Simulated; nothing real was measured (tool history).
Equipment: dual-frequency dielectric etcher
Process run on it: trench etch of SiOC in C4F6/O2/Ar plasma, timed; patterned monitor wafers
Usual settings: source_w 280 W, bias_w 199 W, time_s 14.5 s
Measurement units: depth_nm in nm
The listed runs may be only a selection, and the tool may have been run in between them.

run	hour	source_w	bias_w	time_s	read-back reference wafer on the same gauge, depth_nm	depth_nm
1	0	230	199	14.5	27.29	24.33
2	30.2	280	199	14.5	27.3	25.88
3	42.3	280	199	14.5	27.3	26.03
4	77.2	280	199	14.5	27.31	26.03
5	104.4	280	199	14.5	27.3	26.04
6	124.9	280	199	14.5	27.29	25.84
7	156.6	280	199	12	27.3	21.47
8	188.9	260	199	14.5	27.29	25.2
# hour 211: source power generator calibrated
# hour 229.6: upper electrode replaced
9	230.1	310	199	14.5	27.29	26.86
10	240.6	280	199	14.5	27.3	25.83
# hour 252.3: gauge calibrated
11	269.9	280	199	14.5	27.32	25.8
12	301.1	280	220	11	27.3	20.31
13	329.1	220	238	18.5	27.3	32.4
14	346.9	260	178	13.5	27.31	22.39
# hour 378.5: bias power generator calibrated
15	379	230	229	12	27.28	21
16	397.3	280	199	14.5	27.32	25.73
17	426.4	280	199	14.5	27.29	25.86
18	443.9	280	199	16.5	27.3	29.37
# hour 485.8: wet clean of the chamber
19	486.3	280	199	14.5	27.29	25.99
20	486.6	280	199	14.5	27.3	26.06
21	516.3	280	199	14.5	27.29	26.14
22	543.8	320	199	12.5	27.3	23.53
23	562.5	280	219	14.5	27.3	26.86
24	581.2	230	156	12.5	27.31	18.92
25	594.3	280	199	14.5	27.29	25.93
26	620.4	230	235	17.5	27.29	31.24
27	636.3	320	244	14.5	27.31	29.5
28	650.2	280	171	14.5	27.29	24.5
29	723.8	350	199	12	27.31	23.31
30	747.6	350	199	12.5	27.31	24.33
31	778.2	280	199	14.5	27.3	25.98

Measured result minus the same run's result without the hidden state. Both carry the same run-to-run variation, though not necessarily the same gauge scatter:
What the log doesn't record here: etch rate over this chamber's usual, %; source power that arrives over what is set, %; bias power that arrives over what is set, %; gauge reads high (%).
run	depth_nm
1	+0
2	-0.02
3	-0.03
4	-0.05
5	-0.08
6	-0.09
7	-0.08
8	-0.12
9	-0.16
10	-0.16
11	-0.18
12	-0.15
13	-0.27
14	-0.2
15	-0.19
16	-0.25
17	-0.27
18	-0.33
19	-0.03
20	-0.03
21	-0.05
22	-0.06
23	-0.08
24	-0.07
25	-0.1
26	-0.13
27	-0.14
28	-0.13
29	-0.16
30	-0.19
31	-0.21
